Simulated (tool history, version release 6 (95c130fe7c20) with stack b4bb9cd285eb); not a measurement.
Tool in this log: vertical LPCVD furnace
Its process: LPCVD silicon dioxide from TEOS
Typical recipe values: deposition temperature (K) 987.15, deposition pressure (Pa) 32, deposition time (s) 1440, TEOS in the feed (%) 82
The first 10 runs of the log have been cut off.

| run | hour | deposition temperature (K) | deposition pressure (Pa) | deposition time (s) | TEOS in the feed (%) | wafers since the last listed run | hours since the last temperature calibration | hours since the pressure gauge was zeroed | hours since the TEOS flow controller was replaced | hours since the gauge calibration | read-back reference wafer on the same gauge, thickness | film thickness on the monitor wafer in the middle of the boat (nm) |
|---|---|---|---|---|---|---|---|---|---|---|---|---|
| 11 | 792.6 | 987.15 | 36 | 1440 | 72 | 1240 | 793.1 | 3565 | 6442.2 | 568.5 | 235.99 | 235.08 |
|  | 888.9 | pressure gauge zeroed |
| 12 | 889.4 | 995.15 | 32 | 1440 | 93 | 1312 | 889.9 | 0.5 | 6539 | 665.3 | 236.08 | 305.49 |
| 13 | 968.6 | 987.15 | 32 | 1440 | 82 | 1427 | 969.1 | 79.7 | 6618.2 | 744.5 | 235.88 | 240.04 |
| 14 | 1051.6 | 987.15 | 32 | 1440 | 82 | 1496 | 1052.1 | 162.7 | 6701.2 | 827.5 | 236.06 | 240.89 |
| 15 | 1157.1 | 976.15 | 32 | 1980 | 82 | 1901 | 1157.6 | 268.2 | 6806.7 | 933 | 235.84 | 256.08 |
| 16 | 1231.5 | 987.15 | 38.7 | 1770 | 82 | 1341 | 1232 | 342.6 | 6881.1 | 1007.4 | 235.93 | 321.85 |
| 17 | 1288.1 | 987.15 | 32 | 930 | 82 | 1020 | 1288.6 | 399.2 | 6937.7 | 1064 | 235.84 | 154.8 |
|  | 1320.4 | TEOS flow controller replaced |
|  | 1352.4 | pressure gauge zeroed, repeated, since the last time left the tool worse |
| 18 | 1352.9 | 987.15 | 32 | 1440 | 82 | 302 | 1353.4 | 0.5 | 32.5 | 1128.8 | 235.9 | 233.68 |
| 19 | 1452.3 | 975.15 | 25.3 | 1440 | 96 | 1791 | 1452.8 | 99.9 | 131.9 | 1228.2 | 235.97 | 171.46 |
| 20 | 1492.4 | 991.15 | 32 | 1140 | 82 | 722 | 1492.9 | 140 | 172 | 1268.3 | 235.95 | 203.51 |
| 21 | 1549.7 | 987.15 | 32 | 1440 | 82 | 1032 | 1550.2 | 197.3 | 229.3 | 1325.6 | 236.04 | 233.59 |
| 22 | 1615.8 | 987.15 | 39.3 | 1440 | 82 | 1191 | 1616.3 | 263.4 | 295.4 | 1391.7 | 236.13 | 260.63 |
| 23 | 1716.3 | 998.15 | 32 | 1650 | 88 | 1811 | 1716.8 | 363.9 | 395.9 | 1492.2 | 236.36 | 357.03 |
| 24 | 1816.2 | 993.15 | 24 | 1080 | 97 | 1800 | 1816.7 | 463.8 | 495.8 | 1592.1 | 236.05 | 189.55 |
|  | 1844.5 | gauge calibrated |
| 25 | 1913.1 | 987.15 | 27.3 | 1440 | 71 | 1746 | 1913.6 | 560.7 | 592.7 | 68.6 | 235.84 | 201.56 |
| 26 | 1998.1 | 987.15 | 29.3 | 1440 | 90 | 1532 | 1998.6 | 645.7 | 677.7 | 153.6 | 236.3 | 235.53 |
| 27 | 2053.1 | 987.15 | 32 | 1440 | 82 | 991 | 2053.6 | 700.7 | 732.7 | 208.6 | 236.01 | 235.45 |
| 28 | 2121.3 | 987.15 | 32 | 1440 | 82 | 1229 | 2121.8 | 768.9 | 800.9 | 276.8 | 236 | 233.8 |
| 29 | 2168.1 | 987.15 | 32 | 1440 | 69 | 843 | 2168.6 | 815.7 | 847.7 | 323.6 | 236.1 | 215.33 |
| 30 | 2272 | 987.15 | 32 | 1140 | 82 | 1872 | 2272.5 | 919.6 | 951.6 | 427.5 | 235.97 | 186.08 |

5 ways to go on from here, each from the tool as it stands after run 30. What would each give?
| A | 2276.8 | 987.15 | 32 | 1860 | 82 | 86 | 2277.3 | 924.4 | 956.4 | 432.3 | ? | ? |
| B | 2276.8 | 994.15 | 32 | 1590 | 82 | 86 | 2277.3 | 924.4 | 956.4 | 432.3 | ? | ? |
| C | 2276.8 | 993.15 | 35.3 | 1440 | 82 | 86 | 2277.3 | 924.4 | 956.4 | 432.3 | ? | ? |
| D | 2276.8 | 992.15 | 32 | 1050 | 78 | 86 | 2277.3 | 924.4 | 956.4 | 432.3 | ? | ? |
| E | 2276.8 | 997.15 | 32 | 1440 | 82 | 86 | 2277.3 | 924.4 | 956.4 | 432.3 | ? | ? |

| run | read-back reference wafer on the same gauge, thickness | film thickness on the monitor wafer in the middle of the boat (nm) |
|---|---|---|
| A | 236.32 | 302.6 |
| B | 236.32 | 302.67 |
| C | 236.32 | 281.62 |
| D | 236.32 | 186.43 |
| E | 236.32 | 293 |
Without the tool's hidden state the same runs would have given:
| run | film thickness on the monitor wafer in the middle of the boat (nm) |
|---|---|
| A | 301.88 |
| B | 301.94 |
| C | 281.01 |
| D | 185.98 |
| E | 292.29 |
